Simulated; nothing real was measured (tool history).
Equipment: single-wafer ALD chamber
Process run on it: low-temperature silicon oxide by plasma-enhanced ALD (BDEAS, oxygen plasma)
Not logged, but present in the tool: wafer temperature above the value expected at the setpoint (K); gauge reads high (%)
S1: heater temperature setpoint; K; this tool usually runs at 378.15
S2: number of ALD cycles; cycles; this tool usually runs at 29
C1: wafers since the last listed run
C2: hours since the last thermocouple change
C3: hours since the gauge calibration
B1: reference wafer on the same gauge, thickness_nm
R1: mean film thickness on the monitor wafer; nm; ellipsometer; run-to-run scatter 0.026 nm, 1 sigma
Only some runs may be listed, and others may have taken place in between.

Run 1, day 0.000: usual settings but S2 33 cycles; C1 0; C2 1611.7; C3 1666.1; B1 5.256. Result: R1 5.089 nm.
At day 1.750: thermocouple changed; heater temperature recalibrated.
Run 2, day 4.025: usual settings but S2 25 cycles; C1 728; C2 54.6; C3 1762.7; B1 5.253. Result: R1 3.806 nm.
Run 3, day 6.246: usual settings but S2 25 cycles; C1 438; C2 107.9; C3 1816.0; B1 5.260. Result: R1 3.810 nm.
Run 4, day 8.350: usual settings; C1 415; C2 158.4; C3 1866.5; B1 5.256. Result: R1 4.441 nm.
Run 5, day 11.154: usual settings; C1 553; C2 225.7; C3 1933.8; B1 5.253. Result: R1 4.432 nm.
Run 6, day 14.067: usual settings but S2 31 cycles; C1 574; C2 295.6; C3 2003.7; B1 5.264. Result: R1 4.767 nm.
Run 7, day 17.967: usual settings but S2 31 cycles; C1 769; C2 389.2; C3 2097.3; B1 5.262. Result: R1 4.714 nm.
Run 8, day 20.296: usual settings; C1 459; C2 445.1; C3 2153.2; B1 5.260. Result: R1 4.413 nm.
Run 9, day 23.167: usual settings; C1 566; C2 514.0; C3 2222.1; B1 5.254. Result: R1 4.431 nm.
Run 10, day 27.317: usual settings; C1 819; C2 613.6; C3 2321.7; B1 5.260. Result: R1 4.419 nm.
Run 11, day 29.283: usual settings; C1 388; C2 660.8; C3 2368.9; B1 5.260. Result: R1 4.398 nm.
Run 12, day 30.908: usual settings; C1 320; C2 699.8; C3 2407.9; B1 5.265. Result: R1 4.456 nm.
Run 13, day 37.767: usual settings; C1 1353; C2 864.4; C3 2572.5; B1 5.258. Result: R1 4.429 nm.
Run 14, day 39.504: usual settings; C1 342; C2 906.1; C3 2614.2; B1 5.260. Result: R1 4.452 nm.
Run 15, day 43.012: usual settings; C1 692; C2 990.3; C3 2698.4; B1 5.259. Result: R1 4.398 nm.
At day 44.588: gauge calibrated.
Run 16, day 46.312: usual settings; C1 651; C2 1069.5; C3 41.4; B1 5.259. Result: R1 4.441 nm.
Run 17, day 48.750: usual settings; C1 481; C2 1128.0; C3 99.9; B1 5.252. Result: R1 4.407 nm.
Run 18, day 54.379: usual settings but S1 389.15 K, S2 33 cycles; C1 1111; C2 1263.1; C3 235.0; B1 5.258. Result: R1 4.996 nm.
Run 19, day 55.883: usual settings but S1 389.15 K, S2 33 cycles; C1 296; C2 1299.2; C3 271.1; B1 5.258. Result: R1 4.950 nm.
Run 20, day 58.688: usual settings but S1 389.15 K, S2 26 cycles; C1 553; C2 1366.5; C3 338.4; B1 5.257. Result: R1 3.899 nm.
Run 21, day 62.762: usual settings but S1 389.15 K, S2 26 cycles; C1 804; C2 1464.3; C3 436.2; B1 5.266. Result: R1 3.937 nm.
Run 22, day 65.292: usual settings but S1 365.15 K; C1 499; C2 1525.0; C3 496.9; B1 5.258. Result: R1 4.576 nm.
Run 23, day 68.788: usual settings but S2 31 cycles; C1 690; C2 1608.9; C3 580.8; B1 5.271. Result: R1 4.746 nm.
Run 24, day 72.417: usual settings but S1 368.15 K, S2 34 cycles; C1 716; C2 1696.0; C3 667.9; B1 5.256. Result: R1 5.437 nm.
Run 25, day 74.671: usual settings but S1 387.15 K, S2 32 cycles; C1 444; C2 1750.1; C3 722.0; B1 5.267. Result: R1 4.789 nm.
Run 26, day 76.246: usual settings but S1 370.15 K; C1 310; C2 1787.9; C3 759.8; B1 5.263. Result: R1 4.598 nm.
At day 77.217: thermocouple changed; heater temperature recalibrated.
Run 27, day 78.625: usual settings but S1 391.15 K, S2 31 cycles; C1 403; C2 33.8; C3 816.9; B1 5.260. Result: R1 4.638 nm.
Run 28, day 82.629: usual settings but S1 367.15 K; C1 790; C2 129.9; C3 913.0; B1 5.265. Result: R1 4.605 nm.
Run 29, day 84.808: usual settings; C1 430; C2 182.2; C3 965.3; B1 5.265. Result: R1 4.492 nm.
Run 30, day 89.050: usual settings but S2 25 cycles; C1 837; C2 284.0; C3 1067.1; B1 5.259. Result: R1 3.813 nm.
Run 31, day 92.329: usual settings; C1 647; C2 362.7; C3 1145.8; B1 5.264. Result: R1 4.428 nm.
Run 32, day 94.175: usual settings but S1 383.15 K, S2 24 cycles; C1 364; C2 407.0; C3 1190.1; B1 5.264. Result: R1 3.630 nm.
Run 33, day 96.296: usual settings but S1 390.15 K; C1 418; C2 457.9; C3 1241.0; B1 5.265. Result: R1 4.299 nm.
Run 34, day 98.812: usual settings; C1 496; C2 518.3; C3 1301.4; B1 5.260. Result: R1 4.393 nm.
Run 35, day 101.667: usual settings but S1 384.15 K, S2 32 cycles; C1 563; C2 586.8; C3 1369.9; B1 5.263. Result: R1 4.871 nm.
Run 36, day 106.129: usual settings but S1 390.15 K, S2 25 cycles; C1 880; C2 693.9; C3 1477.0; B1 5.258. Result: R1 3.705 nm.
Run 37, day 108.400: usual settings but S1 365.15 K, S2 27 cycles; C1 448; C2 748.4; C3 1531.5; B1 5.255. Result: R1 4.308 nm.
Run 38, day 110.642: usual settings but S2 24 cycles; C1 442; C2 802.2; C3 1585.3; B1 5.262. Result: R1 3.693 nm.
Run 39, day 113.142: usual settings but S1 367.15 K, S2 26 cycles; C1 493; C2 862.2; C3 1645.3; B1 5.257. Result: R1 4.117 nm.
Run 40, day 116.371: usual settings but S1 382.15 K, S2 25 cycles; C1 637; C2 939.7; C3 1722.8; B1 5.257. Result: R1 3.790 nm.
Run 41, day 120.525: usual settings; C1 819; C2 1039.4; C3 1822.5; B1 5.268. Result: R1 4.435 nm.
Run 42, day 122.350: usual settings but S1 387.15 K; C1 360; C2 1083.2; C3 1866.3; B1 5.253. Result: R1 4.323 nm.

Take each entry between the runs: how does the hidden state at the last listed run before it differ from the hidden state at the first listed run after it?
Runs 1 to 2: thermocouple changed; heater temperature recalibrated (day 1.750)
  no difference in the tool's unlogged condition between these two runs
Runs 15 to 16: gauge calibrated (day 44.588)
  no difference in the tool's unlogged condition between these two runs
Runs 26 to 27: thermocouple changed; heater temperature recalibrated (day 77.217)
  no difference in the tool's unlogged condition between these two runs
